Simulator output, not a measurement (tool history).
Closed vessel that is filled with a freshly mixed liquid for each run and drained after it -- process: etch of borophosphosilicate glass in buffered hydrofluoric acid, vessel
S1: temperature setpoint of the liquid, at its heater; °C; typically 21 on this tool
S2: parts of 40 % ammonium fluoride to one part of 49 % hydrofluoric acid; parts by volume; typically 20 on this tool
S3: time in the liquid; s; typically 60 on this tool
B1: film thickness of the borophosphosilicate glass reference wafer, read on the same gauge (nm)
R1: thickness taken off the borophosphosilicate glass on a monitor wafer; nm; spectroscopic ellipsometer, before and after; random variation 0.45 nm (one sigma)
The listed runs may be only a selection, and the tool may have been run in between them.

Run 1, hour 0: usual settings; B1 60.01. Result: R1 57.68 nm.
Run 2, hour 84.3: usual settings; B1 59.99. Result: R1 57.92 nm.
Run 3, hour 131.5: usual settings; B1 60. Result: R1 58.27 nm.
Run 4, hour 194.1: usual settings but S1 19.5 °C; B1 59.95. Result: R1 53.71 nm.
Run 5, hour 249.3: usual settings; B1 60. Result: R1 57.33 nm.
Run 6, hour 314.4: usual settings; B1 60. Result: R1 58.96 nm.
Run 7, hour 355.6: usual settings; B1 60.02. Result: R1 58.91 nm.
At hour 439.8: hydrofluoric acid flow meter replaced.
Run 8, hour 440.9: usual settings; B1 59.99. Result: R1 51.7 nm.
At hour 455.9: gauge calibrated.
Run 9, hour 491.7: usual settings but S1 17 °C, S2 12.5 parts by volume; B1 60.03. Result: R1 67.28 nm.
Run 10, hour 573: usual settings but S1 25 °C, S2 13.5 parts by volume, S3 30 s; B1 59.98. Result: R1 48.06 nm.
Run 11, hour 645.3: usual settings; B1 60.02. Result: R1 52.75 nm.
Run 12, hour 750: usual settings but S3 70 s; B1 59.98. Result: R1 61.87 nm.
Run 13, hour 799.1: usual settings but S1 18 °C, S2 24 parts by volume; B1 59.98. Result: R1 39.31 nm.
Run 14, hour 886.7: usual settings but S1 17 °C; B1 59.99. Result: R1 42.28 nm.
At hour 923.1: thermometer replaced.
Run 15, hour 981: usual settings; B1 60. Result: R1 54.15 nm.
Run 16, hour 1088.7: usual settings but S1 18.5 °C, S2 12.5 parts by volume, S3 30 s; B1 59.99. Result: R1 37.49 nm.
Run 17, hour 1221: usual settings; B1 60.01. Result: R1 54.77 nm.

Forecast each of these 4 alternatives for the next run:
Run A, hour 1221.7: usual settings but S2 17.5 parts by volume; B1 ?. Result: R1 ?.
Run B, hour 1221.7: usual settings but S3 40 s; B1 ?. Result: R1 ?.
Run C, hour 1221.7: usual settings but S1 19 °C, S2 12 parts by volume; B1 ?. Result: R1 ?.
Run D, hour 1221.7: usual settings but S3 90 s; B1 ?. Result: R1 ?.

run     B1     R1
  A  59.99  61.99
  B  59.99  36.21
  C  59.99  80.53
  D  59.99  81.47
Without the tool's hidden state the same runs would have given:
run     R1
  A  58.71
  B  34.29
  C   76.3
  D  77.16
